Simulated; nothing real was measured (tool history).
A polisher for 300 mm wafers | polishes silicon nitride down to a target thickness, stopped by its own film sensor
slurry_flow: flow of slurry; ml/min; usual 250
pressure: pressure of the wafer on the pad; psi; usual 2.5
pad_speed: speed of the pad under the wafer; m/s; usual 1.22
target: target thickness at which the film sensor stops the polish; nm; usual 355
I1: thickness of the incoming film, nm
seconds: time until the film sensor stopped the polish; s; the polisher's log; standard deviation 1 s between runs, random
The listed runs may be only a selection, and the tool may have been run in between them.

run 1 hour=0 | slurry_flow=250 pressure=2.5 pad_speed=1.22 target=355 | I1=444 | seconds=53.5
run 2 hour=107.4 | slurry_flow=250 pressure=2.5 pad_speed=1.22 target=355 | I1=457.2 | seconds=63.3
run 3 hour=142 | slurry_flow=250 pressure=2.5 pad_speed=1.22 target=355 | I1=450.8 | seconds=60
run 4 hour=154 | slurry_flow=250 pressure=3.2 pad_speed=1.22 target=355 | I1=456.7 | seconds=48.6
run 5 hour=173.4 | slurry_flow=250 pressure=3.2 pad_speed=1.22 target=355 | I1=455.9 | seconds=49.9
-- hour=184 worn pad replaced by a new one
run 6 hour=202.6 | slurry_flow=250 pressure=2 pad_speed=1.22 target=355 | I1=451.5 | seconds=74
run 7 hour=214.6 | slurry_flow=250 pressure=2 pad_speed=1.22 target=355 | I1=452.5 | seconds=76.5
run 8 hour=226.8 | slurry_flow=225 pressure=2.5 pad_speed=1.1 target=355 | I1=451.8 | seconds=67.3
run 9 hour=257 | slurry_flow=225 pressure=2.5 pad_speed=1.1 target=355 | I1=455.5 | seconds=70.3
run 10 hour=283.2 | slurry_flow=225 pressure=2.5 pad_speed=1.1 target=355 | I1=447.9 | seconds=64.3
run 11 hour=307.2 | slurry_flow=250 pressure=2.5 pad_speed=1.22 target=355 | I1=444.1 | seconds=57.5
run 12 hour=335.3 | slurry_flow=250 pressure=3 pad_speed=1.22 target=374 | I1=452.5 | seconds=42.1
-- hour=367.8 worn pad replaced by a new one
run 13 hour=368.3 | slurry_flow=250 pressure=3 pad_speed=1.22 target=374 | I1=456.5 | seconds=44.2
run 14 hour=381.2 | slurry_flow=250 pressure=3 pad_speed=1.22 target=374 | I1=448.6 | seconds=39.8
run 15 hour=394 | slurry_flow=250 pressure=2.5 pad_speed=1.22 target=355 | I1=450.1 | seconds=62.3
run 16 hour=425.1 | slurry_flow=250 pressure=2.5 pad_speed=1.22 target=355 | I1=451.4 | seconds=62.5
run 17 hour=445.6 | slurry_flow=250 pressure=2.9 pad_speed=1.22 target=355 | I1=448.8 | seconds=51.6
run 18 hour=458.8 | slurry_flow=250 pressure=2.5 pad_speed=1.22 target=355 | I1=451.7 | seconds=61.7
-- hour=473.6 slurry nozzle cleaned
run 19 hour=476.8 | slurry_flow=250 pressure=2.5 pad_speed=1.22 target=355 | I1=452.5 | seconds=56.8
run 20 hour=510.3 | slurry_flow=320 pressure=2.5 pad_speed=1.22 target=355 | I1=456.5 | seconds=57.7
-- hour=519.3 head pressure recalibrated
-- hour=560.7 worn pad replaced by a new one
run 21 hour=582.6 | slurry_flow=250 pressure=2.8 pad_speed=1.22 target=355 | I1=445.7 | seconds=52.5
run 22 hour=595.7 | slurry_flow=205 pressure=2.5 pad_speed=1.04 target=335 | I1=451.7 | seconds=87.2
run 23 hour=617.7 | slurry_flow=250 pressure=3 pad_speed=1.22 target=374 | I1=449.3 | seconds=41.3
run 24 hour=648.2 | slurry_flow=205 pressure=2.5 pad_speed=1.36 target=339 | I1=450.8 | seconds=68
run 25 hour=665 | slurry_flow=275 pressure=2.5 pad_speed=1.06 target=382 | I1=447.3 | seconds=46
run 26 hour=695.1 | slurry_flow=335 pressure=1.7 pad_speed=1.22 target=355 | I1=450.7 | seconds=85.4
-- hour=718.6 worn pad replaced by a new one
run 27 hour=727.1 | slurry_flow=250 pressure=1.7 pad_speed=1.22 target=355 | I1=452.1 | seconds=88.9
run 28 hour=744.1 | slurry_flow=250 pressure=2.5 pad_speed=1.22 target=355 | I1=450.9 | seconds=62.1
run 29 hour=835.3 | slurry_flow=275 pressure=2.5 pad_speed=1.06 target=382 | I1=450.7 | seconds=48.3
run 30 hour=870 | slurry_flow=300 pressure=2.5 pad_speed=1.52 target=327 | I1=444.3 | seconds=59.6
run 31 hour=888 | slurry_flow=195 pressure=2.5 pad_speed=1.44 target=380 | I1=443 | seconds=37.5
run 32 hour=900.5 | slurry_flow=250 pressure=2.5 pad_speed=0.92 target=355 | I1=446.7 | seconds=73.7
-- hour=913.3 worn pad replaced by a new one
run 33 hour=913.8 | slurry_flow=250 pressure=3 pad_speed=1.22 target=374 | I1=447.7 | seconds=40

Give the tool's hidden conditions for every run:
removal rate lost through wear of the pad, %: 0 on each run
H1: slurry flow missing at the pad, %
H2: deviation of the head's pressure from its setpoint, %
run=1 H1=10.9 H2=7.17
run=2 H1=29.6 H2=8.58
run=3 H1=33.3 H2=8.93
run=4 H1=34.4 H2=9.04
run=5 H1=35.9 H2=9.21
run=6 H1=37.9 H2=9.45
run=7 H1=38.6 H2=9.54
run=8 H1=39.3 H2=9.63
run=9 H1=40.7 H2=9.83
run=10 H1=41.7 H2=9.99
run=11 H1=42.5 H2=10.1
run=12 H1=43.3 H2=10.3
run=13 H1=44 H2=10.4
run=14 H1=44.3 H2=10.5
run=15 H1=44.5 H2=10.5
run=16 H1=45 H2=10.6
run=17 H1=45.2 H2=10.7
run=18 H1=45.4 H2=10.7
run=19 H1=1.38 H2=10.8
run=20 H1=9.8 H2=10.9
run=21 H1=22.6 H2=2.43
run=22 H1=24.3 H2=2.86
run=23 H1=26.8 H2=3.53
run=24 H1=29.8 H2=4.38
run=25 H1=31.2 H2=4.81
run=26 H1=33.3 H2=5.53
run=27 H1=35.1 H2=6.21
run=28 H1=35.9 H2=6.54
run=29 H1=39 H2=8.01
run=30 H1=39.8 H2=8.46
run=31 H1=40.1 H2=8.67
run=32 H1=40.3 H2=8.81
run=33 H1=40.5 H2=8.95

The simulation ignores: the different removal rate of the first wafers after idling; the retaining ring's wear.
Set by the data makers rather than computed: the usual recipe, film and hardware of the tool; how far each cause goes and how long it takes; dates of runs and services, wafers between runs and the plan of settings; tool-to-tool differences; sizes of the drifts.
